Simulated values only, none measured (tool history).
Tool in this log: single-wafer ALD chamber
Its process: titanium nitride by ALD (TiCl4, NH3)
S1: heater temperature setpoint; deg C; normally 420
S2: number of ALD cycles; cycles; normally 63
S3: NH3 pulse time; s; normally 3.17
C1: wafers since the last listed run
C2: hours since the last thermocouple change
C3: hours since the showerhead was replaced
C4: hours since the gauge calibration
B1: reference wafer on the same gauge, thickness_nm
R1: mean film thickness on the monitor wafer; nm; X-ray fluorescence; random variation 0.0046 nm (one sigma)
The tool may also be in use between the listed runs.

{"run": 1, "hour": 0.0, "S1": 408, "S2": 63, "S3": 3.17, "C1": 0, "C2": 2030.2, "C3": 6285.1, "C4": 152.2, "B1": 1.129, "R1": 1.378}
{"run": 2, "hour": 26.2, "S1": 408, "S2": 63, "S3": 3.17, "C1": 65, "C2": 2056.4, "C3": 6311.3, "C4": 178.4, "B1": 1.129, "R1": 1.376}
{"run": 3, "hour": 49.4, "S1": 408, "S2": 63, "S3": 3.17, "C1": 58, "C2": 2079.6, "C3": 6334.5, "C4": 201.6, "B1": 1.127, "R1": 1.385}
{"run": 4, "hour": 71.4, "S1": 423, "S2": 63, "S3": 2.56, "C1": 55, "C2": 2101.6, "C3": 6356.5, "C4": 223.6, "B1": 1.127, "R1": 1.372}
{"run": 5, "hour": 91.5, "S1": 423, "S2": 63, "S3": 2.56, "C1": 50, "C2": 2121.7, "C3": 6376.6, "C4": 243.7, "B1": 1.128, "R1": 1.376}
{"run": 6, "hour": 119.3, "S1": 420, "S2": 63, "S3": 3.17, "C1": 69, "C2": 2149.5, "C3": 6404.4, "C4": 271.5, "B1": 1.125, "R1": 1.382}
{"run": 7, "hour": 150.6, "S1": 420, "S2": 63, "S3": 3.17, "C1": 78, "C2": 2180.8, "C3": 6435.7, "C4": 302.8, "B1": 1.125, "R1": 1.372}
{"run": 8, "hour": 171.2, "S1": 420, "S2": 63, "S3": 3.17, "C1": 51, "C2": 2201.4, "C3": 6456.3, "C4": 323.4, "B1": 1.123, "R1": 1.374}
{"run": 9, "hour": 202.0, "S1": 420, "S2": 63, "S3": 3.17, "C1": 77, "C2": 2232.2, "C3": 6487.1, "C4": 354.2, "B1": 1.122, "R1": 1.375}
{"run": 10, "hour": 224.6, "S1": 420, "S2": 66, "S3": 3.17, "C1": 56, "C2": 2254.8, "C3": 6509.7, "C4": 376.8, "B1": 1.123, "R1": 1.441}
{"run": 11, "hour": 244.5, "S1": 420, "S2": 66, "S3": 3.17, "C1": 50, "C2": 2274.7, "C3": 6529.6, "C4": 396.7, "B1": 1.124, "R1": 1.44}
{"run": 12, "hour": 308.2, "S1": 420, "S2": 71, "S3": 3.17, "C1": 160, "C2": 2338.4, "C3": 6593.3, "C4": 460.4, "B1": 1.12, "R1": 1.543}
{"run": 13, "hour": 340.1, "S1": 420, "S2": 71, "S3": 3.17, "C1": 80, "C2": 2370.3, "C3": 6625.2, "C4": 492.3, "B1": 1.12, "R1": 1.538}
{"run": 14, "hour": 373.7, "S1": 420, "S2": 71, "S3": 3.17, "C1": 84, "C2": 2403.9, "C3": 6658.8, "C4": 525.9, "B1": 1.12, "R1": 1.541}
{"run": 15, "hour": 408.9, "S1": 420, "S2": 63, "S3": 2.68, "C1": 88, "C2": 2439.1, "C3": 6694.0, "C4": 561.1, "B1": 1.118, "R1": 1.364}
{"run": 16, "hour": 422.0, "S1": 420, "S2": 63, "S3": 2.68, "C1": 32, "C2": 2452.2, "C3": 6707.1, "C4": 574.2, "B1": 1.117, "R1": 1.36}
{"run": 17, "hour": 456.4, "S1": 420, "S2": 63, "S3": 3.17, "C1": 86, "C2": 2486.6, "C3": 6741.5, "C4": 608.6, "B1": 1.117, "R1": 1.363}
{"run": 18, "hour": 480.5, "S1": 425, "S2": 71, "S3": 2.15, "C1": 60, "C2": 2510.7, "C3": 6765.6, "C4": 632.7, "B1": 1.115, "R1": 1.528}
{"hour": 492.4, "done": "thermocouple changed; heater temperature recalibrated"}
{"hour": 503.4, "done": "gauge calibrated"}
{"run": 19, "hour": 508.3, "S1": 411, "S2": 68, "S3": 3.86, "C1": 49, "C2": 15.9, "C3": 6793.4, "C4": 4.9, "B1": 1.129, "R1": 1.49}
{"hour": 524.8, "done": "showerhead replaced"}
{"run": 20, "hour": 542.0, "S1": 420, "S2": 63, "S3": 3.17, "C1": 64, "C2": 49.6, "C3": 17.2, "C4": 38.6, "B1": 1.128, "R1": 1.388}
{"run": 21, "hour": 571.3, "S1": 426, "S2": 56, "S3": 3.52, "C1": 73, "C2": 78.9, "C3": 46.5, "C4": 67.9, "B1": 1.126, "R1": 1.227}
{"run": 22, "hour": 598.8, "S1": 420, "S2": 63, "S3": 3.95, "C1": 69, "C2": 106.4, "C3": 74.0, "C4": 95.4, "B1": 1.127, "R1": 1.384}
{"run": 23, "hour": 629.4, "S1": 405, "S2": 63, "S3": 4.31, "C1": 76, "C2": 137.0, "C3": 104.6, "C4": 126.0, "B1": 1.126, "R1": 1.38}
{"run": 24, "hour": 651.3, "S1": 420, "S2": 63, "S3": 3.17, "C1": 55, "C2": 158.9, "C3": 126.5, "C4": 147.9, "B1": 1.124, "R1": 1.378}
{"run": 25, "hour": 669.0, "S1": 412, "S2": 63, "S3": 3.17, "C1": 44, "C2": 176.6, "C3": 144.2, "C4": 165.6, "B1": 1.124, "R1": 1.372}
{"run": 26, "hour": 693.4, "S1": 430, "S2": 54, "S3": 4.02, "C1": 61, "C2": 201.0, "C3": 168.6, "C4": 190.0, "B1": 1.124, "R1": 1.18}
{"run": 27, "hour": 716.8, "S1": 420, "S2": 59, "S3": 4.22, "C1": 58, "C2": 224.4, "C3": 192.0, "C4": 213.4, "B1": 1.122, "R1": 1.29}
{"run": 28, "hour": 729.3, "S1": 420, "S2": 63, "S3": 3.17, "C1": 31, "C2": 236.9, "C3": 204.5, "C4": 225.9, "B1": 1.122, "R1": 1.369}
{"run": 29, "hour": 746.6, "S1": 434, "S2": 63, "S3": 3.17, "C1": 43, "C2": 254.2, "C3": 221.8, "C4": 243.2, "B1": 1.122, "R1": 1.375}
{"run": 30, "hour": 790.6, "S1": 420, "S2": 55, "S3": 3.17, "C1": 110, "C2": 298.2, "C3": 265.8, "C4": 287.2, "B1": 1.12, "R1": 1.199}
{"run": 31, "hour": 825.3, "S1": 430, "S2": 52, "S3": 2.8, "C1": 87, "C2": 332.9, "C3": 300.5, "C4": 321.9, "B1": 1.12, "R1": 1.123}
{"run": 32, "hour": 838.4, "S1": 428, "S2": 63, "S3": 3.17, "C1": 32, "C2": 346.0, "C3": 313.6, "C4": 335.0, "B1": 1.121, "R1": 1.363}
{"run": 33, "hour": 855.4, "S1": 430, "S2": 54, "S3": 3.84, "C1": 42, "C2": 363.0, "C3": 330.6, "C4": 352.0, "B1": 1.12, "R1": 1.169}

Each row is a separate what-if for the run after 33, all from the same tool condition, not one after another. Results?
{"run": "A", "hour": 856.0, "S1": 420, "S2": 51, "S3": 3.17, "C1": 1, "C2": 363.6, "C3": 331.2, "C4": 352.6, "B1": "?", "R1": "?"}
{"run": "B", "hour": 856.0, "S1": 420, "S2": 69, "S3": 3.68, "C1": 1, "C2": 363.6, "C3": 331.2, "C4": 352.6, "B1": "?", "R1": "?"}
{"run": "C", "hour": 856.0, "S1": 430, "S2": 52, "S3": 4.24, "C1": 1, "C2": 363.6, "C3": 331.2, "C4": 352.6, "B1": "?", "R1": "?"}
{"run": "D", "hour": 856.0, "S1": 424, "S2": 63, "S3": 2.3, "C1": 1, "C2": 363.6, "C3": 331.2, "C4": 352.6, "B1": "?", "R1": "?"}
{"run": "E", "hour": 856.0, "S1": 408, "S2": 63, "S3": 2.48, "C1": 1, "C2": 363.6, "C3": 331.2, "C4": 352.6, "B1": "?", "R1": "?"}

run=A B1=1.120 R1=1.107
run=B B1=1.120 R1=1.501
run=C B1=1.120 R1=1.133
run=D B1=1.120 R1=1.362
run=E B1=1.120 R1=1.358
With the hidden condition removed and each run's random variation left untouched, the same runs would have given:
run=A R1=1.118
run=B R1=1.516
run=C R1=1.144
run=D R1=1.375
run=E R1=1.371
